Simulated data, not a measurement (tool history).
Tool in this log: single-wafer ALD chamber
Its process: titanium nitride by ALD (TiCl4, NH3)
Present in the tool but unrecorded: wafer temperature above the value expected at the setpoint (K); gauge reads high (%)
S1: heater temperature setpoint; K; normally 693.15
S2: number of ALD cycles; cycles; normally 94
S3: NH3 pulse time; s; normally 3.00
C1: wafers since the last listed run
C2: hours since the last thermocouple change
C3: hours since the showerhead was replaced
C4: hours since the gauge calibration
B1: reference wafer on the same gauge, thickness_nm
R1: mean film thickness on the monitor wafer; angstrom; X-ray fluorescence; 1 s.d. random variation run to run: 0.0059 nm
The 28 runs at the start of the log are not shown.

run 29 hour=1535.0 | S1=689.15 S2=89 S3=3.51 | C1=50 C2=566.5 C3=818.8 C4=641.9 | B1=2.252 | R1=22.31
run 30 hour=1565.1 | S1=704.15 S2=94 S3=3.48 | C1=55 C2=596.6 C3=848.9 C4=672.0 | B1=2.255 | R1=23.57
run 31 hour=1622.5 | S1=693.15 S2=75 S3=3.53 | C1=105 C2=654.0 C3=906.3 C4=729.4 | B1=2.252 | R1=18.88
run 32 hour=1670.5 | S1=682.15 S2=94 S3=3.00 | C1=88 C2=702.0 C3=954.3 C4=777.4 | B1=2.255 | R1=23.40
run 33 hour=1703.1 | S1=693.15 S2=94 S3=3.00 | C1=59 C2=734.6 C3=986.9 C4=810.0 | B1=2.256 | R1=23.61
run 34 hour=1730.7 | S1=693.15 S2=84 S3=3.38 | C1=50 C2=762.2 C3=1014.5 C4=837.6 | B1=2.256 | R1=21.14
run 35 hour=1763.2 | S1=686.15 S2=83 S3=3.69 | C1=59 C2=794.7 C3=1047.0 C4=870.1 | B1=2.256 | R1=20.76
run 36 hour=1791.8 | S1=680.15 S2=109 S3=3.00 | C1=52 C2=823.3 C3=1075.6 C4=898.7 | B1=2.257 | R1=27.30
run 37 hour=1857.9 | S1=693.15 S2=100 S3=3.00 | C1=121 C2=889.4 C3=1141.7 C4=964.8 | B1=2.259 | R1=25.07
run 38 hour=1910.0 | S1=693.15 S2=78 S3=3.00 | C1=95 C2=941.5 C3=1193.8 C4=1016.9 | B1=2.257 | R1=19.47
run 39 hour=1965.0 | S1=693.15 S2=94 S3=3.00 | C1=101 C2=996.5 C3=1248.8 C4=1071.9 | B1=2.260 | R1=23.52

Branching from run 39: 5 alternative next runs. What would each branch give?
run A hour=1965.6 | S1=693.15 S2=94 S3=3.00 | C1=1 C2=997.1 C3=1249.4 C4=1072.5 | B1=? | R1=?
run B hour=1965.6 | S1=705.15 S2=106 S3=2.54 | C1=1 C2=997.1 C3=1249.4 C4=1072.5 | B1=? | R1=?
run C hour=1965.6 | S1=700.15 S2=78 S3=3.55 | C1=1 C2=997.1 C3=1249.4 C4=1072.5 | B1=? | R1=?
run D hour=1965.6 | S1=686.15 S2=111 S3=3.00 | C1=1 C2=997.1 C3=1249.4 C4=1072.5 | B1=? | R1=?
run E hour=1965.6 | S1=693.15 S2=94 S3=2.53 | C1=1 C2=997.1 C3=1249.4 C4=1072.5 | B1=? | R1=?

run=A B1=2.259 R1=23.68
run=B B1=2.259 R1=26.60
run=C B1=2.259 R1=19.73
run=D B1=2.259 R1=27.93
run=E B1=2.259 R1=23.57
What these runs would have given with no unlogged condition in the tool:
run=A R1=23.58
run=B R1=26.50
run=C R1=19.65
run=D R1=27.81
run=E R1=23.47

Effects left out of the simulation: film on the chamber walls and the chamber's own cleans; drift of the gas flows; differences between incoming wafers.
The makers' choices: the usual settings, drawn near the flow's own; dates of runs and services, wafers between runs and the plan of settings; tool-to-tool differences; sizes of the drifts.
